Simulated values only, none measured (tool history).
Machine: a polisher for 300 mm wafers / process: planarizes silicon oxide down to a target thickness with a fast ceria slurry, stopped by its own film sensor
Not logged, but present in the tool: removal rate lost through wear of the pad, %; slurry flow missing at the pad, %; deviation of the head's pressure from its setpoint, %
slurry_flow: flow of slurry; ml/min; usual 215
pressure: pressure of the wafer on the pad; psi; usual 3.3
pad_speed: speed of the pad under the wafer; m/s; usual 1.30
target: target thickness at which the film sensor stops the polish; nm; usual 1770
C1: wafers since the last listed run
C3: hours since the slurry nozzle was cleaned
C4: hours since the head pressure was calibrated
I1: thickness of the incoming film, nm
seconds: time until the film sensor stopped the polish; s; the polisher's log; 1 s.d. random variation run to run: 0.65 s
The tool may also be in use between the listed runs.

Run 1, day 0.000: usual settings but slurry_flow 165 ml/min, pressure 2.9 psi; C1 0; wafers polished on this pad 7; C3 205.9; C4 589.7; I1 3000.7. Result: seconds 45.7 s.
Run 2, day 1.483: usual settings but slurry_flow 165 ml/min, pressure 2.9 psi; C1 418; wafers polished on this pad 426; C3 241.5; C4 625.3; I1 3060.7. Result: seconds 48.6 s.
Run 3, day 2.712: usual settings; C1 346; wafers polished on this pad 773; C3 271.0; C4 654.8; I1 3050.4. Result: seconds 44.5 s.
Run 4, day 3.358: usual settings; C1 182; wafers polished on this pad 955; C3 286.5; C4 670.3; I1 3037.3. Result: seconds 42.3 s.
Run 5, day 4.733: usual settings; C1 387; wafers polished on this pad 1343; C3 319.5; C4 703.3; I1 3097.8. Result: seconds 45.2 s.
At day 4.938: worn pad replaced by a new one.
Run 6, day 5.758: usual settings but slurry_flow 240 ml/min, target 1542 nm; C1 242; wafers polished on this pad 231; C3 344.1; C4 727.9; I1 3076.4. Result: seconds 49.4 s.
Run 7, day 6.412: usual settings but slurry_flow 240 ml/min, target 1542 nm; C1 184; wafers polished on this pad 416; C3 359.8; C4 743.6; I1 3009.2. Result: seconds 50.0 s.
Run 8, day 7.212: usual settings but slurry_flow 240 ml/min, target 1542 nm; C1 225; wafers polished on this pad 642; C3 379.0; C4 762.8; I1 3082.0. Result: seconds 53.3 s.
Run 9, day 8.079: usual settings but pressure 2.5 psi; C1 244; wafers polished on this pad 886; C3 399.8; C4 783.6; I1 3008.8. Result: seconds 49.5 s.
At day 10.317: worn pad replaced by a new one.
Run 10, day 10.358: usual settings but pressure 2.5 psi; C1 595; wafers polished on this pad 12; C3 454.5; C4 838.3; I1 3085.5. Result: seconds 54.3 s.
Run 11, day 11.250: usual settings but pad_speed 1.60 m/s; C1 251; wafers polished on this pad 263; C3 475.9; C4 859.7; I1 3050.7. Result: seconds 37.2 s.
Run 12, day 12.108: usual settings but pad_speed 1.60 m/s; C1 242; wafers polished on this pad 505; C3 496.5; C4 880.3; I1 3043.7. Result: seconds 37.0 s.
Run 13, day 12.688: usual settings but pressure 4.3 psi, pad_speed 1.50 m/s; C1 163; wafers polished on this pad 669; C3 510.4; C4 894.2; I1 3079.3. Result: seconds 34.7 s.
Run 14, day 13.296: usual settings but pressure 2.3 psi, target 1925 nm; C1 171; wafers polished on this pad 841; C3 525.0; C4 908.8; I1 3061.0. Result: seconds 48.5 s.
At day 13.904: head pressure recalibrated.
At day 14.358: slurry nozzle cleaned.
At day 14.467: worn pad replaced by a new one.
Run 15, day 14.488: usual settings but slurry_flow 280 ml/min; C1 270; wafers polished on this pad 6; C3 3.1; C4 14.0; I1 2997.6. Result: seconds 37.8 s.
Run 16, day 15.475: usual settings but pad_speed 1.48 m/s, target 1574 nm; C1 278; wafers polished on this pad 284; C3 26.8; C4 37.7; I1 3023.9. Result: seconds 41.6 s.
Run 17, day 16.317: usual settings; C1 237; wafers polished on this pad 522; C3 47.0; C4 57.9; I1 3015.6. Result: seconds 40.0 s.
Run 18, day 17.812: usual settings but slurry_flow 185 ml/min, pressure 3.9 psi, pad_speed 1.02 m/s, target 1975 nm; C1 422; wafers polished on this pad 944; C3 82.9; C4 93.8; I1 3093.0. Result: seconds 43.1 s.
At day 18.679: worn pad replaced by a new one.
Run 19, day 19.262: usual settings but slurry_flow 245 ml/min, pad_speed 1.42 m/s, target 1603 nm; C1 362; wafers polished on this pad 165; C3 117.7; C4 128.6; I1 3043.8. Result: seconds 42.1 s.
Run 20, day 20.229: usual settings but target 1538 nm; C1 272; wafers polished on this pad 437; C3 140.9; C4 151.8; I1 3043.2. Result: seconds 49.6 s.
Run 21, day 21.138: usual settings; C1 256; wafers polished on this pad 693; C3 162.7; C4 173.6; I1 3050.9. Result: seconds 41.5 s.
Run 22, day 22.629: usual settings but target 2098 nm; C1 420; wafers polished on this pad 1114; C3 198.5; C4 209.4; I1 3048.4. Result: seconds 31.0 s.
Run 23, day 23.288: usual settings but pad_speed 0.92 m/s; C1 185; wafers polished on this pad 1300; C3 214.3; C4 225.2; I1 3068.4. Result: seconds 60.7 s.
At day 24.025: worn pad replaced by a new one.
Run 24, day 24.046: usual settings; C1 166; wafers polished on this pad 6; C3 232.5; C4 243.4; I1 3050.9. Result: seconds 43.9 s.

Predict each of these 5 candidate next runs independently; none follows another, all start after run 24:
Run A, day 24.062: usual settings; C1 4; wafers polished on this pad 11; C3 232.9; C4 243.8; I1 3027.3. Result: seconds ?.
Run B, day 24.062: usual settings but slurry_flow 255 ml/min, pressure 2.4 psi, pad_speed 1.64 m/s, target 1891 nm; C1 4; wafers polished on this pad 11; C3 232.9; C4 243.8; I1 3027.3. Result: seconds ?.
Run C, day 24.062: usual settings but pressure 4.4 psi, target 1918 nm; C1 4; wafers polished on this pad 11; C3 232.9; C4 243.8; I1 3027.3. Result: seconds ?.
Run D, day 24.062: usual settings but slurry_flow 245 ml/min, pressure 2.7 psi, pad_speed 1.70 m/s, target 1358 nm; C1 4; wafers polished on this pad 11; C3 232.9; C4 243.8; I1 3027.3. Result: seconds ?.
Run E, day 24.062: usual settings but pressure 4.2 psi, pad_speed 1.50 m/s, target 1427 nm; C1 4; wafers polished on this pad 11; C3 232.9; C4 243.8; I1 3027.3. Result: seconds ?.

run  seconds
  A     40.6
  B     34.2
  C     29.9
  D     45.8
  E     38.7
Without the tool's unlogged condition, the same runs would have read:
run  seconds
  A     39.4
  B     33.3
  C     28.9
  D     44.6
  E     37.5
